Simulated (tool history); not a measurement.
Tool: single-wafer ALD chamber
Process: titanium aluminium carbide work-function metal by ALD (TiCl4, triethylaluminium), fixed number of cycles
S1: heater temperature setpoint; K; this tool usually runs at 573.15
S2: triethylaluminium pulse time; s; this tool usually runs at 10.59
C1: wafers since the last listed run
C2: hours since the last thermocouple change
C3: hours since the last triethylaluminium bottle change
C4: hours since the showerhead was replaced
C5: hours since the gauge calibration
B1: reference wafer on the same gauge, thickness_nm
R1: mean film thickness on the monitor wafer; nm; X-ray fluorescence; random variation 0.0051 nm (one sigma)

{"run": 1, "day": 0.0, "S1": 573.15, "S2": 12.58, "C1": 0, "C2": 2091.5, "C3": 928.8, "C4": 3582.3, "C5": 40.7, "B1": 2.308, "R1": 1.999}
{"run": 2, "day": 0.312, "S1": 573.15, "S2": 10.59, "C1": 104, "C2": 2099, "C3": 936.3, "C4": 3589.8, "C5": 48.2, "B1": 2.311, "R1": 1.967}
{"run": 3, "day": 0.592, "S1": 573.15, "S2": 10.59, "C1": 93, "C2": 2105.7, "C3": 943, "C4": 3596.5, "C5": 54.9, "B1": 2.309, "R1": 1.958}
{"run": 4, "day": 1.862, "S1": 563.15, "S2": 12.5, "C1": 426, "C2": 2136.2, "C3": 973.5, "C4": 3627, "C5": 85.4, "B1": 2.31, "R1": 1.904}
{"run": 5, "day": 2.479, "S1": 573.15, "S2": 10.59, "C1": 207, "C2": 2151, "C3": 988.3, "C4": 3641.8, "C5": 100.2, "B1": 2.309, "R1": 1.946}
{"run": 6, "day": 2.842, "S1": 573.15, "S2": 10.59, "C1": 121, "C2": 2159.7, "C3": 997, "C4": 3650.5, "C5": 108.9, "B1": 2.309, "R1": 1.94}
{"run": 7, "day": 3.233, "S1": 573.15, "S2": 10.59, "C1": 131, "C2": 2169.1, "C3": 1006.4, "C4": 3659.9, "C5": 118.3, "B1": 2.312, "R1": 1.945}
{"run": 8, "day": 3.496, "S1": 573.15, "S2": 10.59, "C1": 88, "C2": 2175.4, "C3": 1012.7, "C4": 3666.2, "C5": 124.6, "B1": 2.311, "R1": 1.939}
{"day": 4.271, "done": "thermocouple changed; heater temperature recalibrated"}
{"run": 9, "day": 4.292, "S1": 573.15, "S2": 10.59, "C1": 155, "C2": 0.5, "C3": 1031.8, "C4": 3685.3, "C5": 143.7, "B1": 2.31, "R1": 1.93}
{"run": 10, "day": 4.617, "S1": 567.15, "S2": 13.21, "C1": 109, "C2": 8.3, "C3": 1039.6, "C4": 3693.1, "C5": 151.5, "B1": 2.309, "R1": 1.948}
{"day": 5.158, "done": "showerhead replaced"}
{"run": 11, "day": 5.358, "S1": 584.15, "S2": 13.4, "C1": 137, "C2": 26.1, "C3": 1057.4, "C4": 4.8, "C5": 169.3, "B1": 2.31, "R1": 2.07}
{"run": 12, "day": 5.662, "S1": 588.15, "S2": 9.3, "C1": 102, "C2": 33.4, "C3": 1064.7, "C4": 12.1, "C5": 176.6, "B1": 2.309, "R1": 1.99}
{"day": 6.171, "done": "triethylaluminium bottle replaced"}
{"run": 13, "day": 6.188, "S1": 573.15, "S2": 10.59, "C1": 64, "C2": 46, "C3": 0.4, "C4": 24.7, "C5": 189.2, "B1": 2.309, "R1": 2.025}
{"day": 6.333, "done": "gauge calibrated"}
{"run": 14, "day": 6.512, "S1": 562.15, "S2": 7.76, "C1": 109, "C2": 53.8, "C3": 8.2, "C4": 32.5, "C5": 4.3, "B1": 2.311, "R1": 1.863}
{"run": 15, "day": 6.9, "S1": 582.15, "S2": 8.91, "C1": 130, "C2": 63.1, "C3": 17.5, "C4": 41.8, "C5": 13.6, "B1": 2.309, "R1": 2.051}
{"run": 16, "day": 7.504, "S1": 560.15, "S2": 8.59, "C1": 202, "C2": 77.6, "C3": 32, "C4": 56.3, "C5": 28.1, "B1": 2.31, "R1": 1.877}
{"run": 17, "day": 8.021, "S1": 581.15, "S2": 13.31, "C1": 173, "C2": 90, "C3": 44.4, "C4": 68.7, "C5": 40.5, "B1": 2.309, "R1": 2.107}

How would selected steps in R1 from run to run divide? Give the signed amount a tool lacking its hidden state would still show from settings, what came in and random variation, and the signed amount left for the hidden state, including any gauge scatter that is not in both of the compared results.
Hidden state at play: wafer temperature above the value expected at the setpoint (K); triethylaluminium dose above that of a fresh bottle (%); gauge reads high (%).
Run 12 -> 13: S1 588.15 -> 573.15, S2 9.3 -> 10.59, triethylaluminium bottle replaced. R1 +0.035 nm: hidden state +0.12, all else -0.085.
Run 16 -> 17: S1 560.15 -> 581.15, S2 8.59 -> 13.31. R1 +0.23 nm: hidden state +0.004, all else +0.226.

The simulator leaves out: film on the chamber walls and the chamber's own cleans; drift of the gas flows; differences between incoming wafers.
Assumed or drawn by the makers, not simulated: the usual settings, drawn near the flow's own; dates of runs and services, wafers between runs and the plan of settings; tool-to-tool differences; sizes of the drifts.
